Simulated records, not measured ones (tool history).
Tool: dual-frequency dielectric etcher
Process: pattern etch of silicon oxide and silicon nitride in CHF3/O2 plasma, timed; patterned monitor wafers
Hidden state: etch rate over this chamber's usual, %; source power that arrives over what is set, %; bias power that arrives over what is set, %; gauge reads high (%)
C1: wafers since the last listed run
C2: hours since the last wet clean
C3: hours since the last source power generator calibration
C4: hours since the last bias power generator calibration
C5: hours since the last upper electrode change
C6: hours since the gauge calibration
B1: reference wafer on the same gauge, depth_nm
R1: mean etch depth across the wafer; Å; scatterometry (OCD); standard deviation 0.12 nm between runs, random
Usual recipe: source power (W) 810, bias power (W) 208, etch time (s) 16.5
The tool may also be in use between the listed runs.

run 1 day=0.000 | source_power_(W)=810 bias_power_(W)=208 etch_time_(s)=15.5 | C1=0 C2=103.8 C3=4952.9 C4=3992.0 C5=5868.2 C6=922.2 | B1=32.61 | R1=285.4
run 2 day=1.338 | source_power_(W)=810 bias_power_(W)=208 etch_time_(s)=15.5 | C1=608 C2=135.9 C3=4985.0 C4=4024.1 C5=5900.3 C6=954.3 | B1=32.57 | R1=283.9
run 3 day=3.108 | source_power_(W)=810 bias_power_(W)=208 etch_time_(s)=15.5 | C1=806 C2=178.4 C3=5027.5 C4=4066.6 C5=5942.8 C6=996.8 | B1=32.62 | R1=286.4
run 4 day=3.725 | source_power_(W)=810 bias_power_(W)=208 etch_time_(s)=20.0 | C1=280 C2=193.2 C3=5042.3 C4=4081.4 C5=5957.6 C6=1011.6 | B1=32.62 | R1=369.2
run 5 day=5.138 | source_power_(W)=810 bias_power_(W)=208 etch_time_(s)=20.0 | C1=642 C2=227.1 C3=5076.2 C4=4115.3 C5=5991.5 C6=1045.5 | B1=32.60 | R1=367.6
-- day=5.846 source power generator calibrated
-- day=10.000 upper electrode replaced, of another model than before
run 6 day=10.021 | source_power_(W)=810 bias_power_(W)=208 etch_time_(s)=20.0 | C1=1691 C2=344.3 C3=100.2 C4=4232.5 C5=0.5 C6=1162.7 | B1=32.63 | R1=374.7
run 7 day=10.754 | source_power_(W)=710 bias_power_(W)=208 etch_time_(s)=16.5 | C1=333 C2=361.9 C3=117.8 C4=4250.1 C5=18.1 C6=1180.3 | B1=32.55 | R1=299.4
-- day=12.358 wet clean of the chamber
run 8 day=12.379 | source_power_(W)=810 bias_power_(W)=208 etch_time_(s)=16.5 | C1=284 C2=0.5 C3=156.8 C4=4289.1 C5=57.1 C6=1219.3 | B1=32.57 | R1=300.8
run 9 day=13.608 | source_power_(W)=810 bias_power_(W)=208 etch_time_(s)=16.5 | C1=559 C2=30.0 C3=186.3 C4=4318.6 C5=86.6 C6=1248.8 | B1=32.56 | R1=301.1
run 10 day=14.804 | source_power_(W)=750 bias_power_(W)=224 etch_time_(s)=19.0 | C1=544 C2=58.7 C3=215.0 C4=4347.3 C5=115.3 C6=1277.5 | B1=32.55 | R1=350.9
run 11 day=15.575 | source_power_(W)=810 bias_power_(W)=208 etch_time_(s)=16.5 | C1=350 C2=77.2 C3=233.5 C4=4365.8 C5=133.8 C6=1296.0 | B1=32.61 | R1=299.1
run 12 day=16.912 | source_power_(W)=810 bias_power_(W)=208 etch_time_(s)=13.0 | C1=608 C2=109.3 C3=265.6 C4=4397.9 C5=165.9 C6=1328.1 | B1=32.60 | R1=237.1
run 13 day=18.179 | source_power_(W)=650 bias_power_(W)=168 etch_time_(s)=14.5 | C1=576 C2=139.7 C3=296.0 C4=4428.3 C5=196.3 C6=1358.5 | B1=32.61 | R1=238.5
run 14 day=18.771 | source_power_(W)=810 bias_power_(W)=179 etch_time_(s)=16.5 | C1=269 C2=153.9 C3=310.2 C4=4442.5 C5=210.5 C6=1372.7 | B1=32.59 | R1=286.3
-- day=19.033 gauge calibrated
run 15 day=19.704 | source_power_(W)=890 bias_power_(W)=208 etch_time_(s)=12.5 | C1=424 C2=176.3 C3=332.6 C4=4464.9 C5=232.9 C6=16.1 | B1=32.60 | R1=232.8
-- day=20.238 bias power generator calibrated
run 16 day=20.592 | source_power_(W)=810 bias_power_(W)=260 etch_time_(s)=15.0 | C1=328 C2=197.6 C3=353.9 C4=8.5 C5=254.2 C6=37.4 | B1=32.63 | R1=298.8
run 17 day=22.483 | source_power_(W)=640 bias_power_(W)=257 etch_time_(s)=21.5 | C1=861 C2=243.0 C3=399.3 C4=53.9 C5=299.6 C6=82.8 | B1=32.60 | R1=410.4
run 18 day=23.112 | source_power_(W)=810 bias_power_(W)=208 etch_time_(s)=16.5 | C1=286 C2=258.1 C3=414.4 C4=69.0 C5=314.7 C6=97.9 | B1=32.60 | R1=303.7
run 19 day=24.179 | source_power_(W)=810 bias_power_(W)=208 etch_time_(s)=16.5 | C1=485 C2=283.7 C3=440.0 C4=94.6 C5=340.3 C6=123.5 | B1=32.56 | R1=305.0
run 20 day=24.967 | source_power_(W)=810 bias_power_(W)=160 etch_time_(s)=16.5 | C1=358 C2=302.6 C3=458.9 C4=113.5 C5=359.2 C6=142.4 | B1=32.63 | R1=276.6
run 21 day=26.367 | source_power_(W)=690 bias_power_(W)=234 etch_time_(s)=15.0 | C1=637 C2=336.2 C3=492.5 C4=147.1 C5=392.8 C6=176.0 | B1=32.61 | R1=281.3
run 22 day=27.779 | source_power_(W)=810 bias_power_(W)=208 etch_time_(s)=16.5 | C1=642 C2=370.1 C3=526.4 C4=181.0 C5=426.7 C6=209.9 | B1=32.59 | R1=307.0
run 23 day=29.271 | source_power_(W)=1000 bias_power_(W)=259 etch_time_(s)=16.5 | C1=679 C2=405.9 C3=562.2 C4=216.8 C5=462.5 C6=245.7 | B1=32.58 | R1=340.5
run 24 day=30.421 | source_power_(W)=660 bias_power_(W)=208 etch_time_(s)=16.5 | C1=523 C2=433.5 C3=589.8 C4=244.4 C5=490.1 C6=273.3 | B1=32.59 | R1=297.2
-- day=32.342 wet clean of the chamber
run 25 day=32.362 | source_power_(W)=630 bias_power_(W)=208 etch_time_(s)=16.5 | C1=428 C2=0.5 C3=636.4 C4=291.0 C5=536.7 C6=319.9 | B1=32.62 | R1=287.8
run 26 day=32.379 | source_power_(W)=680 bias_power_(W)=248 etch_time_(s)=15.0 | C1=7 C2=0.9 C3=636.8 C4=291.4 C5=537.1 C6=320.3 | B1=32.58 | R1=282.8
run 27 day=32.671 | source_power_(W)=810 bias_power_(W)=208 etch_time_(s)=14.5 | C1=132 C2=7.9 C3=643.8 C4=298.4 C5=544.1 C6=327.3 | B1=32.63 | R1=263.3
run 28 day=34.729 | source_power_(W)=810 bias_power_(W)=227 etch_time_(s)=12.0 | C1=936 C2=57.3 C3=693.2 C4=347.8 C5=593.5 C6=376.7 | B1=32.60 | R1=226.4
run 29 day=35.962 | source_power_(W)=990 bias_power_(W)=255 etch_time_(s)=21.0 | C1=561 C2=86.9 C3=722.8 C4=377.4 C5=623.1 C6=406.3 | B1=32.55 | R1=425.9

Measured minus without-hidden-state, run by run (identical run-to-run variation in each term; gauge scatter may differ):
run=1 R1=+2.7
run=2 R1=+3.3
run=3 R1=+4.0
run=4 R1=+5.5
run=5 R1=+6.1
run=6 R1=+8.7
run=7 R1=+7.2
run=8 R1=-0.4
run=9 R1=+0.1
run=10 R1=+0.6
run=11 R1=+0.9
run=12 R1=+1.2
run=13 R1=+1.6
run=14 R1=+2.1
run=15 R1=+2.0
run=16 R1=+3.0
run=17 R1=+5.2
run=18 R1=+4.1
run=19 R1=+4.6
run=20 R1=+4.4
run=21 R1=+5.0
run=22 R1=+6.1
run=23 R1=+7.4
run=24 R1=+6.9
run=25 R1=+0.3
run=26 R1=+0.3
run=27 R1=+0.3
run=28 R1=+1.0
run=29 R1=+2.6

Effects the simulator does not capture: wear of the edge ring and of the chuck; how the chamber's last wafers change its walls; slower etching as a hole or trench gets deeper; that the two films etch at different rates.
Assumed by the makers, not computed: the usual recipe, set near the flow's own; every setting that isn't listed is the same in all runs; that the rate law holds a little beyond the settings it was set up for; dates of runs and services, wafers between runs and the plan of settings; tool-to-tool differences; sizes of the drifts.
